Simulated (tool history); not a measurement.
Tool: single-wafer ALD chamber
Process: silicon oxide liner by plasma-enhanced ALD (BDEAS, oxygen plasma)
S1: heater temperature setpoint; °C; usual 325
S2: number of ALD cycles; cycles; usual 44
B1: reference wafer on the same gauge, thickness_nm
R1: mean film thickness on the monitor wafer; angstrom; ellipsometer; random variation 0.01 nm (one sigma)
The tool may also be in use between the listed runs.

| run | hour | S1 | S2 | B1 | R1 |
|---|---|---|---|---|---|
| 1 | 0 | 325 | 51 | 4.201 | 47 |
| 2 | 30.4 | 325 | 44 | 4.198 | 40.58 |
| 3 | 98.6 | 325 | 44 | 4.201 | 40.83 |
| 4 | 124.6 | 325 | 44 | 4.201 | 40.77 |
| 5 | 154 | 333 | 44 | 4.198 | 40.18 |
| 6 | 170.8 | 325 | 44 | 4.197 | 40.85 |
| 7 | 205.5 | 325 | 44 | 4.198 | 40.92 |
| 8 | 220.9 | 325 | 44 | 4.201 | 40.46 |
| 9 | 246.5 | 325 | 44 | 4.199 | 40.73 |
| 10 | 278.2 | 325 | 44 | 4.201 | 40.41 |
| 11 | 311.1 | 325 | 44 | 4.2 | 40.48 |
| 12 | 338.5 | 325 | 44 | 4.2 | 40.77 |
| 13 | 356.6 | 325 | 44 | 4.199 | 40.68 |
| 14 | 383.2 | 325 | 44 | 4.197 | 40.55 |
| 15 | 402.1 | 325 | 44 | 4.199 | 40.61 |
| 16 | 433.7 | 325 | 44 | 4.201 | 40.73 |
| 17 | 455.6 | 325 | 44 | 4.201 | 40.72 |
| 18 | 488.3 | 330 | 39 | 4.2 | 35.84 |
|  | 510 | thermocouple changed; heater temperature recalibrated |
| 19 | 517.6 | 325 | 44 | 4.202 | 40.66 |
| 20 | 545.3 | 325 | 44 | 4.2 | 40.69 |
|  | 546.4 | gauge calibrated |
| 21 | 575.5 | 325 | 44 | 4.201 | 40.91 |
| 22 | 611.5 | 335 | 49 | 4.199 | 44.79 |
| 23 | 634.1 | 313 | 39 | 4.2 | 36.63 |
| 24 | 666.3 | 318 | 48 | 4.199 | 44.93 |
| 25 | 701.4 | 312 | 44 | 4.2 | 41.35 |
| 26 | 728.1 | 325 | 44 | 4.201 | 40.57 |
| 27 | 779 | 325 | 44 | 4.199 | 40.57 |
| 28 | 806.9 | 313 | 41 | 4.201 | 38.46 |
| 29 | 834.4 | 320 | 47 | 4.2 | 43.87 |
| 30 | 856.3 | 325 | 44 | 4.199 | 40.7 |
| 31 | 879.5 | 325 | 44 | 4.199 | 40.83 |
| 32 | 907 | 315 | 52 | 4.198 | 48.73 |
| 33 | 941.2 | 311 | 52 | 4.202 | 48.95 |
| 34 | 968.9 | 330 | 52 | 4.2 | 47.76 |
| 35 | 993.5 | 320 | 53 | 4.201 | 49.41 |

Forecast each of these 5 alternatives for the next run:
| A | 994 | 319 | 44 | ? | ? |
| B | 994 | 313 | 44 | ? | ? |
| C | 994 | 319 | 39 | ? | ? |
| D | 994 | 314 | 38 | ? | ? |
| E | 994 | 337 | 52 | ? | ? |

| run | B1 | R1 |
|---|---|---|
| A | 4.198 | 40.92 |
| B | 4.198 | 41.23 |
| C | 4.198 | 36.27 |
| D | 4.198 | 35.56 |
| E | 4.198 | 47.26 |
Without the tool's hidden state the same runs would have given:
| run | R1 |
|---|---|
| A | 40.92 |
| B | 41.23 |
| C | 36.27 |
| D | 35.56 |
| E | 47.26 |

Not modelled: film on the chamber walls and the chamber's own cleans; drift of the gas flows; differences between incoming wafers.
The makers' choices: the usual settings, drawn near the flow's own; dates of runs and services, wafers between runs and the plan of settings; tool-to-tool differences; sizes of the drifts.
